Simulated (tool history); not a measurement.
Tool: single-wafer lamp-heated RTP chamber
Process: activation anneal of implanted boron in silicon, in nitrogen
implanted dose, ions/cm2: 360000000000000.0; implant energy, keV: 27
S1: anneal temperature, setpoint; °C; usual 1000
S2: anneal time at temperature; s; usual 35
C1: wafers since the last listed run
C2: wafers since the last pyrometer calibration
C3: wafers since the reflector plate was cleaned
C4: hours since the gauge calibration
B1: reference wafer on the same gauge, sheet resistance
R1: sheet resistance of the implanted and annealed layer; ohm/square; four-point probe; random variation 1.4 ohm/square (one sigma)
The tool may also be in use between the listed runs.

run 1 hour=0.0 | S1=1000 S2=35 | C1=0 C2=337 C3=1166 C4=216.4 | B1=333.70 | R1=278.97
run 2 hour=54.3 | S1=1000 S2=35 | C1=519 C2=857 C3=1686 C4=270.7 | B1=332.94 | R1=277.05
run 3 hour=121.6 | S1=1000 S2=35 | C1=644 C2=1501 C3=2330 C4=338.0 | B1=332.63 | R1=273.86
run 4 hour=158.7 | S1=1000 S2=35 | C1=355 C2=1857 C3=2686 C4=375.1 | B1=332.31 | R1=275.06
run 5 hour=219.8 | S1=1000 S2=35 | C1=585 C2=2442 C3=3271 C4=436.2 | B1=331.32 | R1=277.30
run 6 hour=257.7 | S1=1000 S2=35 | C1=362 C2=2805 C3=3634 C4=474.1 | B1=330.87 | R1=275.95
run 7 hour=303.4 | S1=1000 S2=35 | C1=437 C2=3242 C3=4071 C4=519.8 | B1=330.26 | R1=274.32
-- hour=314.7 pyrometer window cleaned and pyrometer calibrated
run 8 hour=355.1 | S1=1000 S2=35 | C1=418 C2=387 C3=4490 C4=571.5 | B1=329.84 | R1=273.68
run 9 hour=399.1 | S1=1018 S2=35 | C1=421 C2=808 C3=4911 C4=615.5 | B1=329.49 | R1=270.40
run 10 hour=447.8 | S1=1000 S2=35 | C1=466 C2=1274 C3=5378 C4=664.2 | B1=327.55 | R1=272.15
run 11 hour=509.8 | S1=1015 S2=26 | C1=593 C2=1868 C3=5971 C4=726.2 | B1=326.83 | R1=268.97
-- hour=540.0 reflector plate cleaned
run 12 hour=578.8 | S1=1000 S2=35 | C1=584 C2=2452 C3=371 C4=795.2 | B1=325.29 | R1=269.69
-- hour=587.5 gauge calibrated
-- hour=628.5 pyrometer window cleaned and pyrometer calibrated
run 13 hour=641.6 | S1=982 S2=35 | C1=524 C2=125 C3=896 C4=54.1 | B1=334.80 | R1=289.95
run 14 hour=690.5 | S1=992 S2=22 | C1=468 C2=593 C3=1364 C4=103.0 | B1=334.64 | R1=288.80
run 15 hour=836.7 | S1=1000 S2=35 | C1=1400 C2=1993 C3=2764 C4=249.2 | B1=334.77 | R1=279.59
run 16 hour=897.7 | S1=1000 S2=35 | C1=584 C2=2577 C3=3349 C4=310.2 | B1=333.43 | R1=277.50
run 17 hour=955.1 | S1=983 S2=26 | C1=549 C2=3127 C3=3898 C4=367.6 | B1=332.83 | R1=287.23

3 ways to go on from here, each from the tool as it stands after run 17. What would each give?
run A hour=955.5 | S1=1000 S2=35 | C1=3 C2=3130 C3=3902 C4=368.0 | B1=? | R1=?
run B hour=955.5 | S1=1009 S2=35 | C1=3 C2=3130 C3=3902 C4=368.0 | B1=? | R1=?
run C hour=955.5 | S1=986 S2=35 | C1=3 C2=3130 C3=3902 C4=368.0 | B1=? | R1=?

run=A B1=333.63 R1=278.33
run=B B1=333.63 R1=275.77
run=C B1=333.63 R1=285.18
Without the tool's hidden state the same runs would have given:
run=A R1=279.73
run=B R1=277.15
run=C R1=286.61
